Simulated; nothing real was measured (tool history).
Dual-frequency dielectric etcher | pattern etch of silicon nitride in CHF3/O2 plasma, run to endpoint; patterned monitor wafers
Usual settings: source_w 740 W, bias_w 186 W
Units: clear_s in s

run	hour	source_w	bias_w	wafers since the last listed run	hours since the last wet clean	hours since the last source power generator calibration	hours since the last bias power generator calibration	hours since the last upper electrode change	incoming incoming film thickness, nm	clear_s
1	0	740	186	0	299.1	2638.8	2490.8	4801.4	92.1	59.5
2	16.9	740	186	224	316	2655.7	2507.7	4818.3	93.4	60.1
3	48.3	740	186	416	347.4	2687.1	2539.1	4849.7	92.5	59.5
4	68.8	740	208	272	367.9	2707.6	2559.6	4870.2	93.2	58.6
# hour 122.5: upper electrode replaced
5	123	740	212	400	422.1	2761.8	2613.8	0.5	92.7	58.7
6	123.3	740	212	3	422.4	2762.1	2614.1	0.8	92.9	58.6
7	133.6	740	186	136	432.7	2772.4	2624.4	11.1	92	60.3
# hour 171.4: wet clean of the chamber
8	171.9	740	159	189	0.5	2810.7	2662.7	49.4	92.3	59.2
9	172.2	740	186	3	0.8	2811	2663	49.7	92.6	57.3
10	189.8	740	186	233	18.4	2828.6	2680.6	67.3	92.2	57.3
11	233.9	740	186	585	62.5	2872.7	2724.7	111.4	92.2	57.2
12	247.5	620	199	180	76.1	2886.3	2738.3	125	93	60.8
13	268.3	610	164	276	96.9	2907.1	2759.1	145.8	92.1	63.5
14	303.6	570	168	468	132.2	2942.4	2794.4	181.1	92.4	64.4
15	326	740	186	297	154.6	2964.8	2816.8	203.5	92.4	58.2
16	359	690	211	437	187.6	2997.8	2849.8	236.5	92.4	58.1
17	391.5	740	186	431	220.1	3030.3	2882.3	269	92.8	58.4
# hour 408.1: source power generator calibrated
18	468.3	790	169	966	296.9	60.2	2959.1	345.8	91.8	59.2
# hour 482.2: bias power generator calibrated
19	487.3	570	154	199	315.9	79.2	5.1	364.8	91.2	66.9
20	520.5	800	222	440	349.1	112.4	38.3	398	92.3	55.5
21	554.5	740	207	451	383.1	146.4	72.3	432	92.1	58.3
22	586.3	870	162	422	414.9	178.2	104.1	463.8	93.2	59.4
# hour 633.1: wet clean of the chamber
23	633.6	740	186	309	0.5	225.5	151.4	511.1	92.1	56.4
24	638.1	880	203	59	5	230	155.9	515.6	92.3	52.7
25	662.1	800	204	318	29	254	179.9	539.6	92.8	54.8
26	682.2	900	161	266	49.1	274.1	200	559.7	92.2	55.7
27	708.4	740	215	347	75.3	300.3	226.2	585.9	92.2	55.4
28	752.6	600	158	586	119.5	344.5	270.4	630.1	93	64.5
29	764.7	660	152	160	131.6	356.6	282.5	642.2	92.8	64.2
30	793.1	740	186	376	160	385	310.9	670.6	92.6	57.8
31	807.8	740	186	195	174.7	399.7	325.6	685.3	92.5	58.3
32	835.7	630	149	370	202.6	427.6	353.5	713.2	92.9	65.9
33	862.8	580	186	359	229.7	454.7	380.6	740.3	92.5	63.2
34	885.1	830	147	295	252	477	402.9	762.6	92.4	60.1

Some steps in clear_s between neighbouring runs. How much of each would the tool show without its hidden state too (settings, what came in, random variation), and how much is left for the hidden state, with any gauge scatter that isn't in both results?
The hidden state here: etch rate over this chamber's usual, %; source power that arrives over what is set, %; bias power that arrives over what is set, %.
Run 7 -> 8: bias_w 186 -> 159, wet clean of the chamber. clear_s -1.1 s: hidden state -3.4, all else +2.3.
Run 17 -> 18: source_w 740 -> 790, bias_w 186 -> 169, source power generator calibrated. clear_s +0.8 s: hidden state +0.7, all else +0.1.
Run 18 -> 19: source_w 790 -> 570, bias_w 169 -> 154, bias power generator calibrated. clear_s +7.7 s: hidden state +0.4, all else +7.3.
Run 19 -> 20: source_w 570 -> 800, bias_w 154 -> 222. clear_s -11.4 s: hidden state -0.2, all else -11.2.
Run 22 -> 23: source_w 870 -> 740, bias_w 162 -> 186, wet clean of the chamber. clear_s -3 s: hidden state -3.2, all else +0.2.
Run 27 -> 28: source_w 740 -> 600, bias_w 215 -> 158. clear_s +9.1 s: hidden state +0.4, all else +8.7.
